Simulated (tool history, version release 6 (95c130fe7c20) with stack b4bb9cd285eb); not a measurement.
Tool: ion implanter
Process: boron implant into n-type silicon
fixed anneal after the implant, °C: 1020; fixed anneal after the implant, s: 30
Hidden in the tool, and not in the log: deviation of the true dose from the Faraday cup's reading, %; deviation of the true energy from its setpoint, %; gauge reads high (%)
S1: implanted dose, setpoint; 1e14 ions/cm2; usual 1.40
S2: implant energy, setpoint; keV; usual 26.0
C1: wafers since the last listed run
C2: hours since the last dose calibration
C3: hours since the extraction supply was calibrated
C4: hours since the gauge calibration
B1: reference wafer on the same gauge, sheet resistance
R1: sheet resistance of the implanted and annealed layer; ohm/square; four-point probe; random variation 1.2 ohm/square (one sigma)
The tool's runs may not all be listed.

Run 1, hour 0.0: usual settings but S2 29.5 keV; C1 0; C2 1437.0; C3 3549.0; C4 378.5; B1 567.33. Result: R1 559.22 ohm/square.
At hour 4.3: gauge calibrated.
Run 2, hour 23.6: usual settings but S2 29.5 keV; C1 429; C2 1460.6; C3 3572.6; C4 19.3; B1 567.80. Result: R1 559.27 ohm/square.
Run 3, hour 51.6: usual settings but S1 1.71 1e14 ions/cm2; C1 509; C2 1488.6; C3 3600.6; C4 47.3; B1 568.23. Result: R1 488.35 ohm/square.
Run 4, hour 79.6: usual settings but S1 1.71 1e14 ions/cm2; C1 509; C2 1516.6; C3 3628.6; C4 75.3; B1 568.32. Result: R1 487.04 ohm/square.
Run 5, hour 107.6: usual settings but S1 1.71 1e14 ions/cm2; C1 509; C2 1544.6; C3 3656.6; C4 103.3; B1 567.77. Result: R1 488.23 ohm/square.
Run 6, hour 141.2: usual settings; C1 611; C2 1578.2; C3 3690.2; C4 136.9; B1 568.42. Result: R1 569.87 ohm/square.
Run 7, hour 172.6: usual settings but S2 31.0 keV; C1 571; C2 1609.6; C3 3721.6; C4 168.3; B1 567.73. Result: R1 555.22 ohm/square.
Run 8, hour 193.5: usual settings but S2 31.0 keV; C1 380; C2 1630.5; C3 3742.5; C4 189.2; B1 568.21. Result: R1 557.17 ohm/square.
Run 9, hour 225.7: usual settings but S2 31.0 keV; C1 586; C2 1662.7; C3 3774.7; C4 221.4; B1 568.11. Result: R1 555.37 ohm/square.
At hour 243.8: extraction supply calibrated.
Run 10, hour 244.3: usual settings; C1 192; C2 1681.3; C3 0.5; C4 240.0; B1 568.48. Result: R1 570.12 ohm/square.
Run 11, hour 272.4: usual settings but S1 1.10 1e14 ions/cm2, S2 17.0 keV; C1 511; C2 1709.4; C3 28.6; C4 268.1; B1 568.13. Result: R1 734.45 ohm/square.
Run 12, hour 285.6: usual settings but S2 20.0 keV; C1 240; C2 1722.6; C3 41.8; C4 281.3; B1 567.94. Result: R1 593.63 ohm/square.
At hour 307.6: Faraday cup replaced and dose calibrated.
Run 13, hour 310.6: usual settings but S1 1.09 1e14 ions/cm2, S2 21.5 keV; C1 309; C2 3.0; C3 66.8; C4 306.3; B1 568.03. Result: R1 699.42 ohm/square.
At hour 327.7: gauge calibrated.
Run 14, hour 336.9: usual settings but S1 1.51 1e14 ions/cm2, S2 34.0 keV; C1 478; C2 29.3; C3 93.1; C4 9.2; B1 568.49. Result: R1 503.70 ohm/square.

Forecast run 15:
Run 15, hour 351.7: usual settings but S2 18.0 keV; C1 269; C2 44.1; C3 107.9; C4 24.0; B1 ?. Result: R1 ?.

B1: 567.71
R1: 588.90 ohm/square
Without the tool's hidden state the same run would have given R1 618.11 ohm/square.
